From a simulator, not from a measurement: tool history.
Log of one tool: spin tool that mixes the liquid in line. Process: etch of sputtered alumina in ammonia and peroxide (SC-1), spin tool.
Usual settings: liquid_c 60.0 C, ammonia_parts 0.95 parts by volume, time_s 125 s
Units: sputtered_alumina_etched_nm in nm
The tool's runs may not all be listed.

run    hour  liquid_c  ammonia_parts  time_s  wafers since the last listed run  hours since the thermometer was replaced  hours since the ammonia flow meter was replaced  hours since the heated supply line was repaired  hours since the drum of ammonia solution was connected  hours since the gauge calibration  read-back film thickness of the sputtered alumina reference wafer, read on the same gauge (nm)  sputtered_alumina_etched_nm
  1     0.0      60.0           0.95     125                                 0                                    1878.9                                           1022.0                                           1781.0                                                   122.5                             1644.7                                                                                          120.02                         7.30
  2    89.5      60.0           0.95     125                               847                                    1968.4                                           1111.5                                           1870.5                                                   212.0                             1734.2                                                                                          120.00                         7.35
  3   157.7      60.0           1.20     125                               645                                    2036.6                                           1179.7                                           1938.7                                                   280.2                             1802.4                                                                                          119.99                         7.44
      188.7  -- thermometer replaced
  4   212.4      52.0           1.15      75                               508                                      23.7                                           1234.4                                           1993.4                                                   334.9                             1857.1                                                                                          120.00                         2.87
  5   256.6      60.0           0.95     125                               418                                      67.9                                           1278.6                                           2037.6                                                   379.1                             1901.3                                                                                          119.99                         7.26
  6   348.2      60.0           0.95      65                               867                                     159.5                                           1370.2                                           2129.2                                                   470.7                             1992.9                                                                                          120.00                         3.72
  7   404.6      55.0           1.20     125                               534                                     215.9                                           1426.6                                           2185.6                                                   527.1                             2049.3                                                                                          120.01                         5.77
  8   454.8      60.0           0.70     125                               475                                     266.1                                           1476.8                                           2235.8                                                   577.3                             2099.5                                                                                          120.02                         6.99
  9   515.4      57.0           0.95     125                               573                                     326.7                                           1537.4                                           2296.4                                                   637.9                             2160.1                                                                                          120.01                         6.22
      597.3  -- heated supply line repaired
      605.7  -- new drum of ammonia solution connected
 10   620.3      60.0           1.05      80                               974                                     431.6                                           1642.3                                             23.0                                                    14.6                             2265.0                                                                                          119.99                         4.39
 11   710.6      60.0           0.95     125                               855                                     521.9                                           1732.6                                            113.3                                                   104.9                             2355.3                                                                                          120.00                         6.80
      804.3  -- ammonia flow meter replaced
 12   837.0      60.0           0.95     125                              1187                                     648.3                                             32.7                                            239.7                                                   231.3                             2481.7                                                                                          120.02                         6.84
      890.8  -- gauge calibrated
 13   930.3      65.5           1.20     105                               883                                     741.6                                            126.0                                            333.0                                                   324.6                               39.5                                                                                          119.99                         7.56
      986.1  -- heated supply line repaired, repeated, since the last time left the tool worse
 14  1013.8      69.5           1.10     170                               781                                     825.1                                            209.5                                             27.7                                                   408.1                              123.0                                                                                          120.00                        16.80
 15  1076.9      60.0           0.75      50                               597                                     888.2                                            272.6                                             90.8                                                   471.2                              186.1                                                                                          120.01                         3.00
 16  1136.8      60.0           1.10     125                               567                                     948.1                                            332.5                                            150.7                                                   531.1                              246.0                                                                                          120.01                         7.90
 17  1199.2      60.0           0.95     180                               590                                    1010.5                                            394.9                                            213.1                                                   593.5                              308.4                                                                                          120.00                        11.25

The next listed run, before its measurement:
 18  1256.3      66.0           1.20     155                               540                                    1067.6                                            452.0                                            270.2                                                   650.6                              365.5                                                                                               ?                            ?

read-back film thickness of the sputtered alumina reference wafer, read on the same gauge (nm): 120.02
sputtered_alumina_etched_nm: 13.09 nm
Without the tool's hidden state the same run would have given sputtered_alumina_etched_nm 13.37 nm.
